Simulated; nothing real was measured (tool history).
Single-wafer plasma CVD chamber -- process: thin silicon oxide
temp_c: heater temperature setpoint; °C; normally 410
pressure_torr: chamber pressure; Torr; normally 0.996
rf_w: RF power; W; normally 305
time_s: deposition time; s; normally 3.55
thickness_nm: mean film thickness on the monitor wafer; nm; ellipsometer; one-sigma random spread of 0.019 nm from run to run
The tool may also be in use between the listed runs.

run,hour,temp_c,pressure_torr,rf_w,time_s,"read-back reference wafer on the same gauge, thickness_nm",thickness_nm
1,0.0,418,0.996,305,3.55,8.863,8.938
2,10.8,418,0.996,305,3.55,8.861,8.924
3,18.7,407,0.996,305,3.55,8.861,8.924
4,25.1,418,1.187,305,3.55,8.861,10.199
5,37.6,410,0.996,305,3.55,8.862,8.919
6,46.1,410,0.996,305,3.55,8.863,8.933
7,60.8,410,0.996,305,3.16,8.859,7.938
8,76.8,410,0.996,305,3.16,8.861,7.949
# hour 98.9: capacitance manometer re-zeroed and calibrated
# hour 99.1: showerhead replaced
9,99.4,410,0.996,305,3.55,8.861,8.933
# hour 109.1: RF generator calibrated
10,109.6,410,0.996,305,3.55,8.867,8.928
# hour 111.9: gauge calibrated
11,122.3,410,0.996,305,3.55,8.855,8.915
# hour 148.6: thermocouple changed; heater temperature recalibrated
12,152.2,410,1.108,305,3.55,8.862,9.786
13,164.4,410,0.996,305,3.55,8.853,8.924
14,171.9,423,0.996,325,3.55,8.855,9.194
15,186.0,410,0.996,305,2.86,8.856,7.205
16,196.0,410,0.996,305,3.55,8.861,8.947
17,212.0,403,0.881,285,2.85,8.861,6.076
18,262.3,410,0.996,305,3.55,8.860,8.943
19,289.4,402,1.110,350,3.55,8.864,10.560
20,306.0,399,0.834,360,2.96,8.862,6.620
21,316.4,403,0.996,285,4.23,8.857,10.287
22,332.6,410,0.996,305,3.55,8.857,8.950
23,347.6,399,0.996,255,2.88,8.867,6.605
24,355.7,422,0.907,365,3.55,8.858,8.776
25,372.9,424,0.822,305,3.55,8.854,7.115
26,387.9,410,0.919,305,4.03,8.858,9.310
27,404.6,410,0.996,305,3.55,8.861,8.962

Run 28 comes next. What will it give?
28,419.5,410,0.867,275,3.55,?,?

{"run 28": {"read-back reference wafer on the same gauge, thickness_nm": 8.864, "thickness_nm": 7.228}}
Take away the tool's hidden state, keep the run-to-run variation as it was, and the same run would have given thickness_nm 7.228 nm.

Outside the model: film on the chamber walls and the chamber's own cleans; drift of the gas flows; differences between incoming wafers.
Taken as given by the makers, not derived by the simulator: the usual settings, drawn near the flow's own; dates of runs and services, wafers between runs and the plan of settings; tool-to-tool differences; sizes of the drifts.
